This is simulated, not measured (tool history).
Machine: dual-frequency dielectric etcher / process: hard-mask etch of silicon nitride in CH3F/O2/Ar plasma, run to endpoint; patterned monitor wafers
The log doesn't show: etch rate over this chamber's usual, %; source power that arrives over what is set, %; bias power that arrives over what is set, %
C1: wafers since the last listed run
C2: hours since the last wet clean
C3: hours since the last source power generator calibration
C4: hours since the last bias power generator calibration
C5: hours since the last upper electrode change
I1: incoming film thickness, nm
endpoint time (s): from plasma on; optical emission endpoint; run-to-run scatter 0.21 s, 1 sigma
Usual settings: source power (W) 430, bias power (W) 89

{"run": 1, "day": 0.0, "source power (W)": 430, "bias power (W)": 89, "C1": 0, "C2": 105.8, "C3": 2623.3, "C4": 1306.5, "C5": 3251.1, "I1": 53.8, "endpoint time (s)": 70.6}
{"run": 2, "day": 2.962, "source power (W)": 430, "bias power (W)": 89, "C1": 776, "C2": 176.9, "C3": 2694.4, "C4": 1377.6, "C5": 3322.2, "I1": 53.6, "endpoint time (s)": 69.8}
{"run": 3, "day": 4.654, "source power (W)": 430, "bias power (W)": 89, "C1": 443, "C2": 217.5, "C3": 2735, "C4": 1418.2, "C5": 3362.8, "I1": 53.7, "endpoint time (s)": 69.5}
{"run": 4, "day": 6.192, "source power (W)": 430, "bias power (W)": 89, "C1": 402, "C2": 254.4, "C3": 2771.9, "C4": 1455.1, "C5": 3399.7, "I1": 53.5, "endpoint time (s)": 69.2}
{"run": 5, "day": 7.708, "source power (W)": 430, "bias power (W)": 104, "C1": 397, "C2": 290.8, "C3": 2808.3, "C4": 1491.5, "C5": 3436.1, "I1": 53.5, "endpoint time (s)": 65.4}
{"run": 6, "day": 11.038, "source power (W)": 430, "bias power (W)": 104, "C1": 872, "C2": 370.7, "C3": 2888.2, "C4": 1571.4, "C5": 3516, "I1": 54.1, "endpoint time (s)": 65.9}
{"day": 12.975, "done": "wet clean of the chamber"}
{"run": 7, "day": 13.183, "source power (W)": 480, "bias power (W)": 89, "C1": 300, "C2": 5, "C3": 2939.7, "C4": 1622.9, "C5": 3567.5, "I1": 53.4, "endpoint time (s)": 68.1}
{"day": 14.408, "done": "upper electrode replaced"}
{"day": 14.921, "done": "source power generator calibrated"}
{"run": 8, "day": 15.471, "source power (W)": 480, "bias power (W)": 89, "C1": 293, "C2": 59.9, "C3": 13.2, "C4": 1677.8, "C5": 25.5, "I1": 53.6, "endpoint time (s)": 68}
{"run": 9, "day": 19.575, "source power (W)": 430, "bias power (W)": 89, "C1": 1075, "C2": 158.4, "C3": 111.7, "C4": 1776.3, "C5": 124, "I1": 53.9, "endpoint time (s)": 70.6}
{"run": 10, "day": 23.483, "source power (W)": 430, "bias power (W)": 101, "C1": 1024, "C2": 252.2, "C3": 205.5, "C4": 1870.1, "C5": 217.8, "I1": 53.6, "endpoint time (s)": 66.5}
{"run": 11, "day": 26.021, "source power (W)": 480, "bias power (W)": 74, "C1": 664, "C2": 313.1, "C3": 266.4, "C4": 1931, "C5": 278.7, "I1": 53.9, "endpoint time (s)": 72}
{"day": 26.738, "done": "bias power generator calibrated"}
{"run": 12, "day": 27.646, "source power (W)": 400, "bias power (W)": 67, "C1": 382, "C2": 352.1, "C3": 305.4, "C4": 21.8, "C5": 317.7, "I1": 53.7, "endpoint time (s)": 78.7}
{"run": 13, "day": 30.625, "source power (W)": 520, "bias power (W)": 89, "C1": 780, "C2": 423.6, "C3": 376.9, "C4": 93.3, "C5": 389.2, "I1": 53.9, "endpoint time (s)": 65.1}
{"day": 32.729, "done": "wet clean of the chamber"}
{"run": 14, "day": 32.75, "source power (W)": 320, "bias power (W)": 67, "C1": 294, "C2": 0.5, "C3": 427.9, "C4": 144.3, "C5": 440.2, "I1": 54.1, "endpoint time (s)": 87.5}
{"run": 15, "day": 35.05, "source power (W)": 380, "bias power (W)": 83, "C1": 602, "C2": 55.7, "C3": 483.1, "C4": 199.5, "C5": 495.4, "I1": 53.3, "endpoint time (s)": 75.3}
{"run": 16, "day": 37.212, "source power (W)": 520, "bias power (W)": 73, "C1": 566, "C2": 107.6, "C3": 535, "C4": 251.4, "C5": 547.3, "I1": 53.8, "endpoint time (s)": 71.1}

Across each entry between runs, compare the hidden state at the last listed run before it with the hidden state at the first listed run after it:
Run 6 -> run 7: wet clean of the chamber (day 12.975)
  etch rate over this chamber's usual, %: 2.7 -> -0.295
  measured result minus the result with no hidden state, endpoint time (s): -1.8 -> +0.2
Run 7 -> run 8: upper electrode replaced (day 14.408); source power generator calibrated (day 14.921)
  etch rate over this chamber's usual, %: -0.295 -> 0.0781
  measured result minus the result with no hidden state, endpoint time (s): +0.2 -> +0
Run 11 -> run 12: bias power generator calibrated (day 26.738)
  etch rate over this chamber's usual, %: 1.8 -> 2.06
  measured result minus the result with no hidden state, endpoint time (s): -1.3 -> -1.6
Run 13 -> run 14: wet clean of the chamber (day 32.729)
  etch rate over this chamber's usual, %: 2.55 -> -0.332
  measured result minus the result with no hidden state, endpoint time (s): -1.7 -> +0.3
